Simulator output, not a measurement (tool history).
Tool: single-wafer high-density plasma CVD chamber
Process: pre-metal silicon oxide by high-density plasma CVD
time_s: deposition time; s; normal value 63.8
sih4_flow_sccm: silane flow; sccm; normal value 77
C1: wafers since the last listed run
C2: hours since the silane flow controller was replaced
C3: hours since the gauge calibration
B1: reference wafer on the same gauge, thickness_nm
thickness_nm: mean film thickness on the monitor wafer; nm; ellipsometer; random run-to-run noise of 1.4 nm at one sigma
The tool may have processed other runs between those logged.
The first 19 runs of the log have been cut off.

{"run": 20, "hour": 1015.8, "time_s": 72.8, "sih4_flow_sccm": 71, "C1": 898, "C2": 61.2, "C3": 322.5, "B1": 499.38, "thickness_nm": 458.458}
{"run": 21, "hour": 1042.9, "time_s": 63.8, "sih4_flow_sccm": 77, "C1": 462, "C2": 88.3, "C3": 349.6, "B1": 499.841, "thickness_nm": 437.475}
{"run": 22, "hour": 1077.4, "time_s": 63.8, "sih4_flow_sccm": 77, "C1": 589, "C2": 122.8, "C3": 384.1, "B1": 499.347, "thickness_nm": 436.793}
{"run": 23, "hour": 1117.0, "time_s": 63.8, "sih4_flow_sccm": 64, "C1": 676, "C2": 162.4, "C3": 423.7, "B1": 499.633, "thickness_nm": 361.94}
{"run": 24, "hour": 1166.7, "time_s": 57.5, "sih4_flow_sccm": 77, "C1": 849, "C2": 212.1, "C3": 473.4, "B1": 498.96, "thickness_nm": 392.407}
{"run": 25, "hour": 1201.6, "time_s": 59.7, "sih4_flow_sccm": 77, "C1": 596, "C2": 247.0, "C3": 508.3, "B1": 499.078, "thickness_nm": 409.42}
{"run": 26, "hour": 1226.3, "time_s": 63.8, "sih4_flow_sccm": 77, "C1": 421, "C2": 271.7, "C3": 533.0, "B1": 498.824, "thickness_nm": 437.615}
{"run": 27, "hour": 1280.8, "time_s": 73.6, "sih4_flow_sccm": 66, "C1": 931, "C2": 326.2, "C3": 587.5, "B1": 498.848, "thickness_nm": 430.127}
{"run": 28, "hour": 1329.5, "time_s": 57.3, "sih4_flow_sccm": 68, "C1": 831, "C2": 374.9, "C3": 636.2, "B1": 498.94, "thickness_nm": 350.099}
{"run": 29, "hour": 1383.6, "time_s": 63.8, "sih4_flow_sccm": 77, "C1": 924, "C2": 429.0, "C3": 690.3, "B1": 499.561, "thickness_nm": 441.043}
{"hour": 1422.3, "done": "gauge calibrated"}
{"run": 30, "hour": 1455.3, "time_s": 60.3, "sih4_flow_sccm": 69, "C1": 1224, "C2": 500.7, "C3": 33.0, "B1": 498.661, "thickness_nm": 373.251}
{"run": 31, "hour": 1524.8, "time_s": 55.7, "sih4_flow_sccm": 65, "C1": 1187, "C2": 570.2, "C3": 102.5, "B1": 498.722, "thickness_nm": 324.486}
{"run": 32, "hour": 1592.1, "time_s": 74.9, "sih4_flow_sccm": 71, "C1": 1149, "C2": 637.5, "C3": 169.8, "B1": 498.424, "thickness_nm": 479.07}
{"run": 33, "hour": 1632.2, "time_s": 63.8, "sih4_flow_sccm": 77, "C1": 685, "C2": 677.6, "C3": 209.9, "B1": 499.102, "thickness_nm": 441.036}

Here are 3 independent what-if runs from the current tool condition. What would each one return?
{"run": "A", "hour": 1632.6, "time_s": 63.8, "sih4_flow_sccm": 81, "C1": 6, "C2": 678.0, "C3": 210.3, "B1": "?", "thickness_nm": "?"}
{"run": "B", "hour": 1632.6, "time_s": 53.7, "sih4_flow_sccm": 92, "C1": 6, "C2": 678.0, "C3": 210.3, "B1": "?", "thickness_nm": "?"}
{"run": "C", "hour": 1632.6, "time_s": 53.1, "sih4_flow_sccm": 82, "C1": 6, "C2": 678.0, "C3": 210.3, "B1": "?", "thickness_nm": "?"}

run=A B1=498.726 thickness_nm=465.717
run=B B1=498.726 thickness_nm=445.224
run=C B1=498.726 thickness_nm=392.397
Without the tool's unlogged condition, the same runs would have read:
run=A thickness_nm=459.615
run=B thickness_nm=439.390
run=C thickness_nm=387.255
